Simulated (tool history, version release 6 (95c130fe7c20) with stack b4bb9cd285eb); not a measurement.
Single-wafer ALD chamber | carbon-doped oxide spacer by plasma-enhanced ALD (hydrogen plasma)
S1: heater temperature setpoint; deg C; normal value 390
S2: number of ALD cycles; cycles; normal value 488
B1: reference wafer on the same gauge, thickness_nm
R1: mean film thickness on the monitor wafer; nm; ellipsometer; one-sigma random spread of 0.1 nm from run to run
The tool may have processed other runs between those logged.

run   hour   S1   S2      B1      R1
  1      0  390  488  30.857  27.641
  2   23.1  390  488  30.781  27.504
  3   54.4  390  488  30.804  27.508
  4   73.5  378  549  30.801  30.865
  5   96.6  378  549   30.82  30.926
  6  109.2  378  549  30.809  31.004
  7  127.1  390  488  30.781  27.224
  8  158.2  390  488  30.758  27.503
  9  180.7  390  488  30.807  27.509
 10  207.8  390  488  30.841  27.472
 11  229.1  390  488  30.759  27.436
 12  260.3  390  488  30.806  27.652
 13  273.4  390  488  30.841  27.502
 14  286.7  382  560    30.8  31.479
 15  300.7  390  488  30.774  27.517
 16  319.2  390  488  30.783  27.324
 17  341.7  390  419  30.793  23.596
 18  374.8  402  419  30.776  23.511
 19  408.2  377  398  30.811  22.309
 20    436  390  488  30.819  27.376
 21  466.4  398  555  30.767  31.289
 22  489.6  390  488  30.794  27.372
 23  511.1  378  403  30.769  22.743
 24  545.7  390  419  30.822  23.724
 25  563.3  401  488  30.831  27.545
 26  617.2  385  488  30.833  27.525
 27  637.9  403  488   30.81   27.46
 28  650.5  390  488  30.796  27.536
 29  684.2  381  455  30.818  25.694
 30  708.7  379  397  30.789  22.508
 31  733.9  394  536  30.805  30.308
 32    758  390  450  30.774  25.272
 33  774.2  390  488  30.833  27.595

The log once held 2 entries between its listed runs, left out of this copy. Where does each go, and what is different about the tool's unlogged condition between the listed run before it and the listed run after it?
Logged between run 11 and run 12: thermocouple changed; heater temperature recalibrated (hour 259.8)
  nothing in the hidden state changes from one run to the other
Logged between run 22 and run 23: gauge calibrated (hour 501.5)
  nothing in the hidden state changes from one run to the other

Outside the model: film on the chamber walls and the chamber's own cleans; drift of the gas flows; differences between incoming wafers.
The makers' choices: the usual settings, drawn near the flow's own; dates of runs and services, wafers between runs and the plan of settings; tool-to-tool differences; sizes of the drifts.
